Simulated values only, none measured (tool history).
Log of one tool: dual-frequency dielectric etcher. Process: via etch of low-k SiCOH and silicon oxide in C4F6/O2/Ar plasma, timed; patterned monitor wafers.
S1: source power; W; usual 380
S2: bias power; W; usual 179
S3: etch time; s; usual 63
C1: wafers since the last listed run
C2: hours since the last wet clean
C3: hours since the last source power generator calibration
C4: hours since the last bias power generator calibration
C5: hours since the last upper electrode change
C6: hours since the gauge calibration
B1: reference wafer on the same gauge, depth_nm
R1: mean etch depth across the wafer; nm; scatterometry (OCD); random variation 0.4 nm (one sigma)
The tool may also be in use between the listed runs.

run	hour	S1	S2	S3	C1	C2	C3	C4	C5	C6	B1	R1
1	0	410	179	63	0	416.9	2433.2	4285.4	3.8	361.2	202.8	178.5
2	13.1	380	179	63	134	430	2446.3	4298.5	16.9	374.3	203	173.1
# hour 24.8: bias power generator calibrated
3	25.3	380	179	63	84	442.2	2458.5	0.5	29.1	386.5	202.8	173.1
4	32.7	380	179	63	76	449.6	2465.9	7.9	36.5	393.9	202.9	172.8
5	39.3	350	179	63	68	456.2	2472.5	14.5	43.1	400.5	203	166.8
# hour 54.2: source power generator calibrated
6	57.3	380	179	63	144	474.2	3.1	32.5	61.1	418.5	203.1	173.4
7	72.2	380	179	63	153	489.1	18	47.4	76	433.4	202.9	173
8	79.6	380	179	63	76	496.5	25.4	54.8	83.4	440.8	203	173.1
9	89.9	380	179	45	106	506.8	35.7	65.1	93.7	451.1	202.8	123.4
10	98.1	380	179	72.5	84	515	43.9	73.3	101.9	459.3	203.1	198.9
# hour 105.6: gauge calibrated
11	108.6	380	179	82	108	525.5	54.4	83.8	112.4	3	203	225.6
12	124.5	380	179	63	163	541.4	70.3	99.7	128.3	18.9	203	173.9
13	141.4	380	179	63	174	558.3	87.2	116.6	145.2	35.8	203	173.8
# hour 165.5: wet clean of the chamber
14	166	380	206	54	6	0.5	111.8	141.2	169.8	60.4	202.9	156.5
15	166.3	340	216	47	3	0.8	112.1	141.5	170.1	60.7	202.9	133.2
16	171.4	460	167	77	52	5.9	117.2	146.6	175.2	65.8	203.1	218.6
17	188.6	380	179	63	177	23.1	134.4	163.8	192.4	83	202.9	170.5
18	211.8	380	179	63	239	46.3	157.6	187	215.6	106.2	202.9	171.4
19	226.4	290	159	71.5	150	60.9	172.2	201.6	230.2	120.8	203.1	162.7
20	237.8	380	179	63	117	72.3	183.6	213	241.6	132.2	203.1	170.5
21	246.1	380	143	58	85	80.6	191.9	221.3	249.9	140.5	202.8	140.1
22	261.9	330	161	77.5	162	96.4	207.7	237.1	265.7	156.3	202.9	188.1
23	269.3	470	179	63	76	103.8	215.1	244.5	273.1	163.7	203.2	187
24	283	380	179	53.5	141	117.5	228.8	258.2	286.8	177.4	203.2	146
25	291.6	380	212	53.5	88	126.1	237.4	266.8	295.4	186	203	158.3
26	307.3	380	179	47	161	141.8	253.1	282.5	311.1	201.7	202.9	127.7
27	316.7	410	179	69	96	151.2	262.5	291.9	320.5	211.1	203.2	194.1
28	327.6	380	179	63	112	162.1	273.4	302.8	331.4	222	203	171.4
29	333.8	380	204	63	63	168.3	279.6	309	337.6	228.2	203.1	183

Forecast each of these 5 alternatives for the next run:
A	334.2	380	179	63	4	168.7	280	309.4	338	228.6	?	?
B	334.2	460	157	75	4	168.7	280	309.4	338	228.6	?	?
C	334.2	350	214	81.5	4	168.7	280	309.4	338	228.6	?	?
D	334.2	470	179	53.5	4	168.7	280	309.4	338	228.6	?	?
E	334.2	420	136	69.5	4	168.7	280	309.4	338	228.6	?	?

run	B1	R1
A	202.9	171.9
B	202.9	207.5
C	202.9	234.8
D	202.9	159.7
E	202.9	171.3
Without the tool's hidden state the same runs would have given:
run	R1
A	171.1
B	206.6
C	233.8
D	158.9
E	170.5

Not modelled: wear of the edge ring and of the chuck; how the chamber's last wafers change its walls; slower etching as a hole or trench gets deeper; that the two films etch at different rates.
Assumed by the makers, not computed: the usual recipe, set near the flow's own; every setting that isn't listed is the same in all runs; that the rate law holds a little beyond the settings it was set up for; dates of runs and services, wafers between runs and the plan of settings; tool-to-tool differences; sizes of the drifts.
